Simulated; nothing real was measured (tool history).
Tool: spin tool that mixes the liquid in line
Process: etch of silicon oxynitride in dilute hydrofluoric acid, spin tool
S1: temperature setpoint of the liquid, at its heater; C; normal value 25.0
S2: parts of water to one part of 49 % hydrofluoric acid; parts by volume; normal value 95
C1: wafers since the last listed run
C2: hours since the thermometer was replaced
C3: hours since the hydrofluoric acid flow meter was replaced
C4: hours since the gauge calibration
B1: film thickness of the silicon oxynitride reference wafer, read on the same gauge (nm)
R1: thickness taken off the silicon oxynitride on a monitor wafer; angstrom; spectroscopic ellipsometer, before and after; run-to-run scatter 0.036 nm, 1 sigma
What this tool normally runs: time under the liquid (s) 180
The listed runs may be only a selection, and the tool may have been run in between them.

run 1 hour=0.0 | S1=25.0 S2=95 time_under_the_liquid_(s)=180 | C1=0 C2=186.6 C3=1220.5 C4=91.9 | B1=49.994 | R1=36.99
run 2 hour=58.8 | S1=25.0 S2=95 time_under_the_liquid_(s)=180 | C1=383 C2=245.4 C3=1279.3 C4=150.7 | B1=50.008 | R1=36.49
run 3 hour=102.0 | S1=25.0 S2=95 time_under_the_liquid_(s)=180 | C1=282 C2=288.6 C3=1322.5 C4=193.9 | B1=50.000 | R1=36.25
run 4 hour=160.0 | S1=25.0 S2=95 time_under_the_liquid_(s)=180 | C1=378 C2=346.6 C3=1380.5 C4=251.9 | B1=50.008 | R1=36.27
run 5 hour=203.0 | S1=25.0 S2=95 time_under_the_liquid_(s)=180 | C1=280 C2=389.6 C3=1423.5 C4=294.9 | B1=49.993 | R1=36.44
run 6 hour=261.6 | S1=27.5 S2=95 time_under_the_liquid_(s)=180 | C1=382 C2=448.2 C3=1482.1 C4=353.5 | B1=49.985 | R1=40.95
run 7 hour=307.1 | S1=22.0 S2=110 time_under_the_liquid_(s)=180 | C1=297 C2=493.7 C3=1527.6 C4=399.0 | B1=50.019 | R1=26.73
run 8 hour=356.0 | S1=25.0 S2=95 time_under_the_liquid_(s)=180 | C1=319 C2=542.6 C3=1576.5 C4=447.9 | B1=49.999 | R1=36.56
run 9 hour=383.6 | S1=21.0 S2=95 time_under_the_liquid_(s)=180 | C1=180 C2=570.2 C3=1604.1 C4=475.5 | B1=49.998 | R1=30.33
run 10 hour=426.7 | S1=25.0 S2=95 time_under_the_liquid_(s)=180 | C1=281 C2=613.3 C3=1647.2 C4=518.6 | B1=49.999 | R1=36.09
run 11 hour=471.9 | S1=22.5 S2=95 time_under_the_liquid_(s)=135 | C1=295 C2=658.5 C3=1692.4 C4=563.8 | B1=50.006 | R1=24.25
run 12 hour=536.8 | S1=20.5 S2=70 time_under_the_liquid_(s)=95 | C1=423 C2=723.4 C3=1757.3 C4=628.7 | B1=50.014 | R1=21.59
-- hour=540.6 thermometer replaced
-- hour=540.8 hydrofluoric acid flow meter replaced
run 13 hour=578.3 | S1=27.5 S2=60 time_under_the_liquid_(s)=275 | C1=263 C2=37.7 C3=37.5 C4=670.2 | B1=49.979 | R1=113.04
run 14 hour=631.9 | S1=25.0 S2=95 time_under_the_liquid_(s)=85 | C1=349 C2=91.3 C3=91.1 C4=723.8 | B1=49.994 | R1=19.22
-- hour=671.0 gauge calibrated
run 15 hour=678.8 | S1=25.0 S2=95 time_under_the_liquid_(s)=180 | C1=306 C2=138.2 C3=138.0 C4=7.8 | B1=50.009 | R1=40.19
run 16 hour=710.6 | S1=21.0 S2=95 time_under_the_liquid_(s)=180 | C1=207 C2=170.0 C3=169.8 C4=39.6 | B1=49.980 | R1=33.24
run 17 hour=741.4 | S1=23.5 S2=50 time_under_the_liquid_(s)=240 | C1=201 C2=200.8 C3=200.6 C4=70.4 | B1=49.993 | R1=100.39
run 18 hour=792.5 | S1=25.0 S2=120 time_under_the_liquid_(s)=180 | C1=333 C2=251.9 C3=251.7 C4=121.5 | B1=49.978 | R1=31.46
run 19 hour=836.8 | S1=21.5 S2=95 time_under_the_liquid_(s)=180 | C1=289 C2=296.2 C3=296.0 C4=165.8 | B1=50.008 | R1=34.29
run 20 hour=877.3 | S1=25.0 S2=95 time_under_the_liquid_(s)=180 | C1=264 C2=336.7 C3=336.5 C4=206.3 | B1=49.986 | R1=40.50
run 21 hour=919.4 | S1=25.0 S2=95 time_under_the_liquid_(s)=180 | C1=274 C2=378.8 C3=378.6 C4=248.4 | B1=50.027 | R1=40.33

Predict each of these 3 candidate next runs independently; none follows another, all start after run 21:
run A hour=919.9 | S1=25.0 S2=140 time_under_the_liquid_(s)=180 | C1=3 C2=379.3 C3=379.1 C4=248.9 | B1=? | R1=?
run B hour=919.9 | S1=25.0 S2=70 time_under_the_liquid_(s)=180 | C1=3 C2=379.3 C3=379.1 C4=248.9 | B1=? | R1=?
run C hour=919.9 | S1=28.5 S2=50 time_under_the_liquid_(s)=265 | C1=3 C2=379.3 C3=379.1 C4=248.9 | B1=? | R1=?

run=A B1=50.019 R1=26.37
run=B B1=50.019 R1=56.18
run=C B1=50.019 R1=139.28
Stripped of hidden state, with their random variation kept, the same runs would have yielded:
run=A R1=26.74
run=B R1=56.78
run=C R1=140.75
